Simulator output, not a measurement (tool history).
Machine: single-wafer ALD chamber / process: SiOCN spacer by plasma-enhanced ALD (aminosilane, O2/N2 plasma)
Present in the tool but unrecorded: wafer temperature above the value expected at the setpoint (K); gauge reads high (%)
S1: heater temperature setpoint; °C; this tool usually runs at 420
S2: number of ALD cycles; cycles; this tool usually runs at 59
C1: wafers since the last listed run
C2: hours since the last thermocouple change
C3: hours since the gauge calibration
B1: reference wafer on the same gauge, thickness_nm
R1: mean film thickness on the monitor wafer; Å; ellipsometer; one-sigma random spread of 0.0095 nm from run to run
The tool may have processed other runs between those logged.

run 1 day=0 | S1=420 S2=65 | C1=0 C2=393.9 C3=88.7 | B1=3.633 | R1=35.26
run 2 day=1.479 | S1=420 S2=59 | C1=122 C2=429.4 C3=124.2 | B1=3.632 | R1=31.93
run 3 day=2.446 | S1=420 S2=68 | C1=79 C2=452.6 C3=147.4 | B1=3.63 | R1=36.52
run 4 day=3.021 | S1=420 S2=68 | C1=47 C2=466.4 C3=161.2 | B1=3.627 | R1=36.79
run 5 day=4.279 | S1=415 S2=50 | C1=103 C2=496.6 C3=191.4 | B1=3.632 | R1=27.62
run 6 day=5.7 | S1=420 S2=59 | C1=117 C2=530.7 C3=225.5 | B1=3.629 | R1=31.96
run 7 day=6.675 | S1=420 S2=59 | C1=80 C2=554.1 C3=248.9 | B1=3.631 | R1=31.92
run 8 day=7.208 | S1=420 S2=54 | C1=44 C2=566.9 C3=261.7 | B1=3.628 | R1=29.19
run 9 day=8.133 | S1=420 S2=54 | C1=76 C2=589.1 C3=283.9 | B1=3.63 | R1=29.17
run 10 day=9.367 | S1=431 S2=59 | C1=101 C2=618.7 C3=313.5 | B1=3.629 | R1=30.56
run 11 day=10.65 | S1=431 S2=59 | C1=105 C2=649.5 C3=344.3 | B1=3.631 | R1=30.49
run 12 day=11.717 | S1=431 S2=59 | C1=88 C2=675.1 C3=369.9 | B1=3.63 | R1=30.63
run 13 day=12.738 | S1=420 S2=59 | C1=84 C2=699.6 C3=394.4 | B1=3.63 | R1=31.75
-- day=13.883 gauge calibrated
run 14 day=14.171 | S1=420 S2=59 | C1=118 C2=734 C3=6.9 | B1=3.632 | R1=31.78
run 15 day=15.162 | S1=415 S2=50 | C1=81 C2=757.8 C3=30.7 | B1=3.631 | R1=27.55
run 16 day=16.008 | S1=407 S2=65 | C1=69 C2=778.1 C3=51 | B1=3.632 | R1=36.72
run 17 day=16.708 | S1=415 S2=51 | C1=57 C2=794.9 C3=67.8 | B1=3.629 | R1=27.71
run 18 day=17.512 | S1=420 S2=59 | C1=66 C2=814.2 C3=87.1 | B1=3.631 | R1=31.69
run 19 day=18.621 | S1=420 S2=50 | C1=91 C2=840.8 C3=113.7 | B1=3.633 | R1=26.88
run 20 day=19.208 | S1=426 S2=62 | C1=48 C2=854.9 C3=127.8 | B1=3.631 | R1=32.32
-- day=20.038 thermocouple changed; heater temperature recalibrated
run 21 day=20.092 | S1=416 S2=68 | C1=45 C2=1.3 C3=149 | B1=3.63 | R1=37.82
run 22 day=20.762 | S1=420 S2=59 | C1=55 C2=17.4 C3=165.1 | B1=3.63 | R1=32.18
run 23 day=23.421 | S1=420 S2=59 | C1=219 C2=81.2 C3=228.9 | B1=3.631 | R1=32.38
run 24 day=24.096 | S1=430 S2=48 | C1=55 C2=97.4 C3=245.1 | B1=3.631 | R1=25.27
run 25 day=25.558 | S1=428 S2=65 | C1=120 C2=132.5 C3=280.2 | B1=3.63 | R1=34.47

Run 26 comes next. What will it give?
run 26 day=26.417 | S1=426 S2=52 | C1=70 C2=153.1 C3=300.8 | B1=? | R1=?

B1: 3.629
R1: 27.75 Å
With the hidden condition absent and the run-to-run variation left alone, this run would have shown R1 27.81 Å.
